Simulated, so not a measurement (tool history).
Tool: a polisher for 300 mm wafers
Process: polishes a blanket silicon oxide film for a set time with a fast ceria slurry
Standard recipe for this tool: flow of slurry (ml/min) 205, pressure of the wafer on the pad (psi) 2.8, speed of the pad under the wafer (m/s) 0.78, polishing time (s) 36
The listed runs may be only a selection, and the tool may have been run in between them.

run,hour,flow of slurry (ml/min),pressure of the wafer on the pad (psi),speed of the pad under the wafer (m/s),polishing time (s),"incoming thickness of the incoming film, nm",film removed (angstrom)
1,0.0,205,2.4,0.78,36,3710.4,5098
2,8.9,205,2.4,0.78,36,3642.5,5185
3,19.3,205,2.4,0.78,36,3701.6,5164
4,31.0,205,2.8,0.78,36,3646.9,5809
5,43.6,205,2.8,0.78,36,3707.1,5760
6,54.9,165,2.8,0.86,36,3701.2,6259
7,64.9,165,2.8,0.86,36,3671.2,6228
8,82.3,165,2.8,0.86,36,3649.0,5730
9,89.5,205,2.8,0.78,36,3674.3,5536
10,101.6,230,3.5,1.02,36,3627.1,8683
11,110.9,205,3.7,0.86,36,3643.1,7345
12,125.7,205,2.8,0.78,36,3729.1,5473
13,139.6,235,1.9,0.78,26,3666.9,3083
14,158.0,205,2.8,0.78,36,3730.5,5565
15,166.3,205,2.8,0.52,36,3702.4,3791
16,182.9,205,2.3,0.78,36,3690.1,4867
17,191.1,240,2.8,0.78,36,3646.6,5767
18,198.3,205,2.8,0.78,36,3671.9,5647

Between the runs listed above, the log contained 4 entries, not reproduced here. Where in the sequence does each belong, and how does what the log doesn't record of the tool's condition differ from the listed run before to the listed run after?
Logged between run 7 and run 8: worn pad replaced by a new one (hour 71.8); head pressure recalibrated (hour 76.3)
  deviation of the head's pressure from its setpoint, %: 10.7 -> 0.448
  measured minus no-state result, film removed (angstrom): +457 -> +19
Logged between run 10 and run 11: slurry nozzle cleaned (hour 103.0)
  deviation of the head's pressure from its setpoint, %: 2.33 -> 3.12
  measured minus no-state result, film removed (angstrom): +147 -> +165
Logged between run 13 and run 14: worn pad replaced by a new one (hour 154.2)
  deviation of the head's pressure from its setpoint, %: 5.14 -> 6.16
  measured minus no-state result, film removed (angstrom): +113 -> +243

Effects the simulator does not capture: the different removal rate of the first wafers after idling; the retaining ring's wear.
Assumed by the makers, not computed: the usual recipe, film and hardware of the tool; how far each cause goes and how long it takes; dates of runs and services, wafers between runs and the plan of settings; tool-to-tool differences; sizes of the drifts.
